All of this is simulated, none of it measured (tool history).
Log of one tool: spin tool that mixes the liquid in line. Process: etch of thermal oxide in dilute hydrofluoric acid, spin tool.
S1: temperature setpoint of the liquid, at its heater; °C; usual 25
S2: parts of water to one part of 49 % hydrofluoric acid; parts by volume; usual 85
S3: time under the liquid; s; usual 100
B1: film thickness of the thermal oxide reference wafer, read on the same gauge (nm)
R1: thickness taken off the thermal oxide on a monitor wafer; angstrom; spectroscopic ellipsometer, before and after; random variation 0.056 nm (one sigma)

run,hour,S1,S2,S3,B1,R1
1,0,25,75,100,70,65.4
# hour 34: hydrofluoric acid flow meter replaced
2,52.3,25,75,100,70.02,64.1
3,119.6,25,75,100,70,64.3
4,189,25,85,100,70.03,56.2
# hour 207.8: thermometer replaced
5,223.6,25,85,100,70.01,59
6,293.6,25,85,100,70,59.1
7,340.2,25,85,100,70.01,58.8
8,399.4,25,85,100,70.02,59.6
9,453.8,25,85,100,70.01,58.4
10,489.2,25,55,100,70.01,94
# hour 520.9: gauge calibrated
11,555.9,25,55,100,70,93.8
12,601.6,25,85,100,70,57.4
13,662.7,25,85,100,69.99,57.3
14,727.8,25,85,100,70,57.8
15,756.1,25,85,100,69.98,57.5
16,811.8,28,55,100,70.01,104.2
17,859.1,23.5,85,125,70.01,68.1
18,913,25,85,130,70.02,73
19,976,22,125,75,70.02,24.1
20,1045.6,26.5,85,150,70.01,89.6
21,1088.5,25,110,100,69.97,41.6
22,1138.1,25,85,135,70.01,75.7
# hour 1160.8: thermometer replaced
23,1185.7,25,85,100,70,60.1
# hour 1211.8: hydrofluoric acid flow meter replaced
24,1239.9,27,60,55,69.99,52.1
25,1393.1,25,85,100,70,58.6
26,1419,25,85,100,69.99,58.9
27,1468.9,26.5,85,120,69.99,75.7
28,1518.2,25,85,100,69.99,58.3
29,1550.9,25,95,80,70,40.8
30,1606.9,20.5,85,100,70.01,48.2
31,1641.2,22.5,85,160,70.01,83.3
32,1685.4,29,100,80,69.98,45.5

Some steps in R1 between neighbouring runs. How much of each would the tool show without its hidden state too (settings, what came in, random variation), and how much is left for the hidden state, with any gauge scatter that isn't in both results?
The hidden state here: liquid colder than its thermometer reads (K); hydrofluoric acid flow above the setpoint (%); gauge reads high (%).
Run 4 -> 5: thermometer replaced. R1 +2.8 angstrom: hidden state +3.8, all else -1.
Run 18 -> 19: S1 25 -> 22, S2 85 -> 125, S3 130 -> 75. R1 -48.9 angstrom: hidden state +2.7, all else -51.6.
Run 19 -> 20: S1 22 -> 26.5, S2 125 -> 85, S3 75 -> 150. R1 +65.5 angstrom: hidden state -4.5, all else +70.
Run 20 -> 21: S1 26.5 -> 25, S2 85 -> 110, S3 150 -> 100. R1 -48 angstrom: hidden state +3.1, all else -51.1.
Run 22 -> 23: S3 135 -> 100, thermometer replaced. R1 -15.6 angstrom: hidden state +5.3, all else -20.9.
